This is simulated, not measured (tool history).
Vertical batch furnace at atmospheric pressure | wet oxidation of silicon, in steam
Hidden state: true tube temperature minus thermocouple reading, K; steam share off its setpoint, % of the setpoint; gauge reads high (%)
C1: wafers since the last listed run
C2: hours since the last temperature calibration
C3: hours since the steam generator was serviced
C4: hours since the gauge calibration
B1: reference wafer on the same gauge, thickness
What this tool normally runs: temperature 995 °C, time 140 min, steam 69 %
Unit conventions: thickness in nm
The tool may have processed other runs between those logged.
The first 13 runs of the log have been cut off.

{"hour": 776.4, "done": "thermocouples replaced and temperature profile calibrated"}
{"run": 14, "hour": 776.9, "temperature": 1012, "time": 140, "steam": 74, "C1": 598, "C2": 0.5, "C3": 1736.2, "C4": 1682.5, "B1": 449.2, "thickness": 629.44}
{"run": 15, "hour": 815.3, "temperature": 988, "time": 140, "steam": 69, "C1": 349, "C2": 38.9, "C3": 1774.6, "C4": 1720.9, "B1": 449.13, "thickness": 521.13}
{"run": 16, "hour": 843.1, "temperature": 988, "time": 140, "steam": 69, "C1": 253, "C2": 66.7, "C3": 1802.4, "C4": 1748.7, "B1": 449, "thickness": 522.78}
{"run": 17, "hour": 869.6, "temperature": 995, "time": 72, "steam": 69, "C1": 241, "C2": 93.2, "C3": 1828.9, "C4": 1775.2, "B1": 449.09, "thickness": 348.88}
{"run": 18, "hour": 904.6, "temperature": 1011, "time": 117, "steam": 69, "C1": 318, "C2": 128.2, "C3": 1863.9, "C4": 1810.2, "B1": 448.93, "thickness": 536.23}
{"run": 19, "hour": 961.6, "temperature": 995, "time": 140, "steam": 69, "C1": 519, "C2": 185.2, "C3": 1920.9, "C4": 1867.2, "B1": 449.09, "thickness": 548.93}
{"run": 20, "hour": 1005.2, "temperature": 995, "time": 140, "steam": 69, "C1": 397, "C2": 228.8, "C3": 1964.5, "C4": 1910.8, "B1": 449.01, "thickness": 545.87}
{"run": 21, "hour": 1057.1, "temperature": 995, "time": 140, "steam": 65, "C1": 472, "C2": 280.7, "C3": 2016.4, "C4": 1962.7, "B1": 449, "thickness": 525.74}
{"run": 22, "hour": 1113.7, "temperature": 982, "time": 117.5, "steam": 61, "C1": 515, "C2": 337.3, "C3": 2073, "C4": 2019.3, "B1": 448.67, "thickness": 409.2}
{"hour": 1144.1, "done": "thermocouples replaced and temperature profile calibrated, repeated, since the last time left the tool worse"}
{"run": 23, "hour": 1185.3, "temperature": 995, "time": 140, "steam": 58, "C1": 433, "C2": 41.2, "C3": 2144.6, "C4": 2090.9, "B1": 448.74, "thickness": 471.05}
{"hour": 1272.8, "done": "gauge calibrated"}
{"run": 24, "hour": 1280.3, "temperature": 995, "time": 140, "steam": 69, "C1": 865, "C2": 136.2, "C3": 2239.6, "C4": 7.5, "B1": 449.15, "thickness": 524.84}
{"run": 25, "hour": 1317.2, "temperature": 995, "time": 140, "steam": 62, "C1": 336, "C2": 173.1, "C3": 2276.5, "C4": 44.4, "B1": 448.63, "thickness": 490.94}
{"hour": 1345.5, "done": "steam generator serviced"}
{"run": 26, "hour": 1373.3, "temperature": 995, "time": 140, "steam": 69, "C1": 292, "C2": 229.2, "C3": 27.8, "C4": 100.5, "B1": 449.54, "thickness": 526.42}
{"run": 27, "hour": 1444.5, "temperature": 1002, "time": 107.5, "steam": 77, "C1": 648, "C2": 300.4, "C3": 99, "C4": 171.7, "B1": 449.05, "thickness": 498.88}
{"run": 28, "hour": 1470.3, "temperature": 995, "time": 74.5, "steam": 62, "C1": 235, "C2": 326.2, "C3": 124.8, "C4": 197.5, "B1": 449.28, "thickness": 318.62}
{"run": 29, "hour": 1502.4, "temperature": 1014, "time": 140, "steam": 59, "C1": 292, "C2": 358.3, "C3": 156.9, "C4": 229.6, "B1": 449.18, "thickness": 534.9}
{"run": 30, "hour": 1568.8, "temperature": 995, "time": 96.5, "steam": 61, "C1": 604, "C2": 424.7, "C3": 223.3, "C4": 296, "B1": 449.35, "thickness": 378.01}
{"run": 31, "hour": 1593.6, "temperature": 995, "time": 140, "steam": 69, "C1": 225, "C2": 449.5, "C3": 248.1, "C4": 320.8, "B1": 449.44, "thickness": 525.89}
{"run": 32, "hour": 1624.8, "temperature": 989, "time": 202.5, "steam": 77, "C1": 284, "C2": 480.7, "C3": 279.3, "C4": 352, "B1": 449.15, "thickness": 690.35}
{"run": 33, "hour": 1653.8, "temperature": 1013, "time": 92.5, "steam": 77, "C1": 264, "C2": 509.7, "C3": 308.3, "C4": 381, "B1": 448.92, "thickness": 484.13}
{"run": 34, "hour": 1715.7, "temperature": 995, "time": 140, "steam": 69, "C1": 563, "C2": 571.6, "C3": 370.2, "C4": 442.9, "B1": 449.07, "thickness": 526.95}
{"run": 35, "hour": 1740.1, "temperature": 995, "time": 140, "steam": 80, "C1": 222, "C2": 596, "C3": 394.6, "C4": 467.3, "B1": 448.89, "thickness": 581.17}
{"run": 36, "hour": 1844.4, "temperature": 995, "time": 140, "steam": 69, "C1": 950, "C2": 700.3, "C3": 498.9, "C4": 571.6, "B1": 449.28, "thickness": 526.22}
{"run": 37, "hour": 1900.4, "temperature": 977, "time": 140, "steam": 69, "C1": 510, "C2": 756.3, "C3": 554.9, "C4": 627.6, "B1": 448.28, "thickness": 468.18}
{"run": 38, "hour": 1955.2, "temperature": 1004, "time": 168, "steam": 69, "C1": 499, "C2": 811.1, "C3": 609.7, "C4": 682.4, "B1": 448.9, "thickness": 629.46}

Each row is a separate what-if for the run after 38, all from the same tool condition, not one after another. Results?
{"run": "A", "hour": 1960.6, "temperature": 973, "time": 140, "steam": 69, "C1": 49, "C2": 816.5, "C3": 615.1, "C4": 687.8, "B1": "?", "thickness": "?"}
{"run": "B", "hour": 1960.6, "temperature": 995, "time": 188, "steam": 60, "C1": 49, "C2": 816.5, "C3": 615.1, "C4": 687.8, "B1": "?", "thickness": "?"}
{"run": "C", "hour": 1960.6, "temperature": 978, "time": 106, "steam": 64, "C1": 49, "C2": 816.5, "C3": 615.1, "C4": 687.8, "B1": "?", "thickness": "?"}
{"run": "D", "hour": 1960.6, "temperature": 1012, "time": 140, "steam": 65, "C1": 49, "C2": 816.5, "C3": 615.1, "C4": 687.8, "B1": "?", "thickness": "?"}

run=A B1=449.45 thickness=452.44
run=B B1=449.45 thickness=583.2
run=C B1=449.45 thickness=366.95
run=D B1=449.45 thickness=563.87
Without the tool's unlogged condition, the same runs would have read:
run=A thickness=448.71
run=B thickness=579.21
run=C thickness=363.73
run=D thickness=560.23

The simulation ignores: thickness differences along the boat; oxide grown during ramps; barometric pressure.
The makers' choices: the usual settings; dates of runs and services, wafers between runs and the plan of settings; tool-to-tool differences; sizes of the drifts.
